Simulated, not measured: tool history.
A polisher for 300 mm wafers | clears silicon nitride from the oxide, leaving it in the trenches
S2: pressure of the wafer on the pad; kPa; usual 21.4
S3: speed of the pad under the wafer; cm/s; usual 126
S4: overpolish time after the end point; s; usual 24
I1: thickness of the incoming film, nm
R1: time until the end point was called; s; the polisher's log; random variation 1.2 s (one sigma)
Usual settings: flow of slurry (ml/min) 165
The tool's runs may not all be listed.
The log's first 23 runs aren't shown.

Run 24, hour 597.8: usual settings but flow of slurry (ml/min) 195, S4 15 s; I1 117.7. Result: R1 115.1 s.
Run 25, hour 614.1: usual settings but flow of slurry (ml/min) 125, S2 18.6 kPa, S3 82 cm/s, S4 20 s; I1 119.6. Result: R1 225.5 s.
Run 26, hour 636.6: usual settings but S2 27.6 kPa, S4 29 s; I1 120.5. Result: R1 105.3 s.
Run 27, hour 664.2: usual settings but S3 102 cm/s, S4 31 s; I1 120.3. Result: R1 150.5 s.
Run 28, hour 693.7: usual settings but S3 86 cm/s, S4 18 s; I1 118.6. Result: R1 174.1 s.
Run 29, hour 728.9: usual settings but S3 106 cm/s; I1 122.2. Result: R1 143 s.
Run 30, hour 757.4: usual settings but flow of slurry (ml/min) 120, S2 29 kPa; I1 122.1. Result: R1 111.5 s.
At hour 768.5: worn pad replaced by a new one.
Run 31, hour 778.8: usual settings but S2 24.8 kPa, S3 96 cm/s; I1 120.5. Result: R1 143.8 s.
Run 32, hour 806.4: usual settings but S2 13.8 kPa, S3 98 cm/s, S4 35 s; I1 117.9. Result: R1 196.2 s.
At hour 830.4: slurry nozzle cleaned.
Run 33, hour 834: usual settings but S4 28 s; I1 118.9. Result: R1 118.7 s.
Run 34, hour 859.9: usual settings but S3 158 cm/s, S4 19 s; I1 120.9. Result: R1 97.7 s.
Run 35, hour 872.8: usual settings but flow of slurry (ml/min) 130, S3 112 cm/s, S4 32 s; I1 121.6. Result: R1 149.7 s.
Run 36, hour 904.4: usual settings but flow of slurry (ml/min) 115, S2 16.5 kPa, S4 33 s; I1 119.7. Result: R1 161.2 s.
Run 37, hour 918.7: usual settings; I1 120.4. Result: R1 122.1 s.

Forecast each of these 4 alternatives for the next run:
Run A, hour 919.2: usual settings; I1 120. Result: R1 ?.
Run B, hour 919.2: usual settings but S4 14 s; I1 120. Result: R1 ?.
Run C, hour 919.2: usual settings but S3 110 cm/s; I1 120. Result: R1 ?.
Run D, hour 919.2: usual settings but flow of slurry (ml/min) 150, S4 28 s; I1 120. Result: R1 ?.

run     R1
  A  119.7
  B  119.7
  C  137.2
  D  122.9
Without the tool's hidden state the same runs would have given:
run     R1
  A  121.8
  B  121.8
  C  139.5
  D  125.1
